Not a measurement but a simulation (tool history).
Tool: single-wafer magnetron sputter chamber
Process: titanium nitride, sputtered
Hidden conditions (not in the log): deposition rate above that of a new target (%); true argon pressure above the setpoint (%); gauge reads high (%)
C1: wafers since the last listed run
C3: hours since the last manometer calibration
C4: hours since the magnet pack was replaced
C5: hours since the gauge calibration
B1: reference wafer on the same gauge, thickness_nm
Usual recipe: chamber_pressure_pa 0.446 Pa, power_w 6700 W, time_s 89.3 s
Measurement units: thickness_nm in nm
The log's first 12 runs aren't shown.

Run 13, hour 641.3: usual settings; C1 827; wafers on the sputter target 7456; C3 786.4; C4 3574.3; C5 1019.6; B1 102.718. Result: thickness_nm 100.802 nm.
Run 14, hour 689.8: usual settings; C1 567; wafers on the sputter target 8023; C3 834.9; C4 3622.8; C5 1068.1; B1 102.999. Result: thickness_nm 101.836 nm.
At hour 733.8: sputter target and shields replaced.
Run 15, hour 760.9: usual settings; C1 737; wafers on the sputter target 316; C3 906; C4 3693.9; C5 1139.2; B1 102.995. Result: thickness_nm 102.571 nm.
Run 16, hour 829.7: usual settings; C1 804; wafers on the sputter target 1120; C3 974.8; C4 3762.7; C5 1208; B1 103.052. Result: thickness_nm 101.872 nm.
Run 17, hour 858.7: usual settings but time_s 83.5 s; C1 339; wafers on the sputter target 1459; C3 1003.8; C4 3791.7; C5 1237; B1 103.376. Result: thickness_nm 95.607 nm.
Run 18, hour 896.6: usual settings but chamber_pressure_pa 0.587 Pa, time_s 81.9 s; C1 443; wafers on the sputter target 1903; C3 1041.7; C4 3829.6; C5 1274.9; B1 103.012. Result: thickness_nm 90.271 nm.
At hour 928.9: magnet pack replaced.
Run 19, hour 959: usual settings but power_w 7950 W; C1 636; wafers on the sputter target 2539; C3 1104.1; C4 30.1; C5 1337.3; B1 103.012. Result: thickness_nm 118.139 nm.
Run 20, hour 991: usual settings but chamber_pressure_pa 0.57 Pa, power_w 8300 W; C1 374; wafers on the sputter target 2913; C3 1136.1; C4 62.1; C5 1369.3; B1 103.381. Result: thickness_nm 117.286 nm.
At hour 1046.5: capacitance manometer re-zeroed and calibrated.
Run 21, hour 1050.8: usual settings but chamber_pressure_pa 0.499 Pa; C1 605; wafers on the sputter target 3518; C3 4.3; C4 121.9; C5 1429.1; B1 102.92. Result: thickness_nm 101.457 nm.
Run 22, hour 1097.7: usual settings but time_s 83.7 s; C1 548; wafers on the sputter target 4067; C3 51.2; C4 168.8; C5 1476; B1 102.968. Result: thickness_nm 96.078 nm.
Run 23, hour 1131.2: usual settings; C1 391; wafers on the sputter target 4458; C3 84.7; C4 202.3; C5 1509.5; B1 103.118. Result: thickness_nm 101.318 nm.
Run 24, hour 1195.3: usual settings but time_s 77.8 s; C1 749; wafers on the sputter target 5208; C3 148.8; C4 266.4; C5 1573.6; B1 103.151. Result: thickness_nm 89.081 nm.
At hour 1206.8: gauge calibrated.
Run 25, hour 1241: usual settings but chamber_pressure_pa 0.513 Pa, power_w 7900 W, time_s 95.4 s; C1 534; wafers on the sputter target 5742; C3 194.5; C4 312.1; C5 34.2; B1 102.858. Result: thickness_nm 122.679 nm.
Run 26, hour 1292.6: usual settings but chamber_pressure_pa 0.293 Pa, power_w 5050 W, time_s 104.3 s; C1 603; wafers on the sputter target 6345; C3 246.1; C4 363.7; C5 85.8; B1 102.819. Result: thickness_nm 99.412 nm.
Run 27, hour 1332.1: usual settings but chamber_pressure_pa 0.281 Pa, power_w 7300 W, time_s 100.6 s; C1 461; wafers on the sputter target 6807; C3 285.6; C4 403.2; C5 125.3; B1 103.265. Result: thickness_nm 128.941 nm.
Run 28, hour 1384.7: usual settings; C1 614; wafers on the sputter target 7422; C3 338.2; C4 455.8; C5 177.9; B1 102.728. Result: thickness_nm 102.966 nm.

Run 29, settings as shown, results not yet in. Your forecast:
Run 29, hour 1446: usual settings; C1 716; wafers on the sputter target 8139; C3 399.5; C4 517.1; C5 239.2; B1 ?. Result: thickness_nm ?.

B1: 102.927
thickness_nm: 101.969 nm
Were there no unlogged condition in the tool, this run, its random variation unchanged, would have produced thickness_nm 101.969 nm.

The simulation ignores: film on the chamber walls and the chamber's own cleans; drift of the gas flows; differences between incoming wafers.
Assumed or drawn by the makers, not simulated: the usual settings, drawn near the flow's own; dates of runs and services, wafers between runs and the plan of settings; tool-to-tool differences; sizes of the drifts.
